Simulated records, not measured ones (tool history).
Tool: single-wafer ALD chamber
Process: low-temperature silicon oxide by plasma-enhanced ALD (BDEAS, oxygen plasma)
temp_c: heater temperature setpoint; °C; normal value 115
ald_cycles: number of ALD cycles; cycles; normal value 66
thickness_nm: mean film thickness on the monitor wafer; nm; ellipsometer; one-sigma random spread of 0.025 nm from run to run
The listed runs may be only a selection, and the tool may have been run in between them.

run	hour	temp_c	ald_cycles	wafers since the last listed run	hours since the last thermocouple change	hours since the gauge calibration	read-back reference wafer on the same gauge, thickness_nm	thickness_nm
1	0.0	115	66	0	2203.7	538.8	9.546	10.139
2	23.0	115	72	91	2226.7	561.8	9.541	11.096
3	55.3	115	72	128	2259.0	594.1	9.552	11.131
4	84.6	115	66	116	2288.3	623.4	9.543	10.184
5	115.9	115	66	124	2319.6	654.7	9.554	10.168
6	129.9	115	76	55	2333.6	668.7	9.556	11.714
7	149.0	115	76	76	2352.7	687.8	9.551	11.681
8	171.0	115	76	87	2374.7	709.8	9.558	11.721
9	199.4	104	66	113	2403.1	738.2	9.558	10.431
10	230.4	104	66	123	2434.1	769.2	9.560	10.356
11	250.7	104	66	80	2454.4	789.5	9.560	10.448
12	277.5	115	66	106	2481.2	816.3	9.558	10.212
13	300.9	115	73	93	2504.6	839.7	9.565	11.249
14	329.6	115	66	114	2533.3	868.4	9.566	10.163
15	361.0	115	66	125	2564.7	899.8	9.565	10.222
16	374.7	115	66	54	2578.4	913.5	9.558	10.190
# hour 391.9: gauge calibrated
17	396.3	115	66	86	2600.0	4.4	9.406	9.969
18	422.6	115	66	104	2626.3	30.7	9.418	10.056
19	448.7	115	66	104	2652.4	56.8	9.440	10.067
20	471.3	115	56	90	2675.0	79.4	9.451	8.515
21	494.5	115	66	92	2698.2	102.6	9.457	10.067
22	516.4	115	66	87	2720.1	124.5	9.466	10.057
23	547.6	102	59	124	2751.3	155.7	9.484	9.264
24	568.3	108	66	82	2772.0	176.4	9.486	10.268
25	599.9	115	66	126	2803.6	208.0	9.493	10.115
# hour 626.5: thermocouple changed; heater temperature recalibrated
26	631.1	115	66	92	4.6	239.2	9.504	10.119
27	655.3	115	66	96	28.8	263.4	9.509	10.131
28	690.2	115	66	139	63.7	298.3	9.514	10.114
29	779.8	115	66	357	153.3	387.9	9.538	10.136
30	800.8	104	66	83	174.3	408.9	9.535	10.369
31	831.1	122	62	120	204.6	439.2	9.543	9.400
32	862.6	115	55	125	236.1	470.7	9.552	8.477
33	882.5	124	61	79	256.0	490.6	9.549	9.260
34	897.7	122	56	60	271.2	505.8	9.555	8.532
35	919.1	115	66	85	292.6	527.2	9.555	10.220
36	1014.8	108	61	381	388.3	622.9	9.563	9.528
37	1044.4	108	61	118	417.9	652.5	9.567	9.540
38	1073.8	119	78	117	447.3	681.9	9.563	11.899

Run 39 comes next. What will it give?
39	1102.9	126	57	116	476.4	711.0	?	?

{"run 39": {"read-back reference wafer on the same gauge, thickness_nm": 9.573, "thickness_nm": 8.591}}
Had the tool carried no hidden state, the very same run would have given thickness_nm 8.436 nm.

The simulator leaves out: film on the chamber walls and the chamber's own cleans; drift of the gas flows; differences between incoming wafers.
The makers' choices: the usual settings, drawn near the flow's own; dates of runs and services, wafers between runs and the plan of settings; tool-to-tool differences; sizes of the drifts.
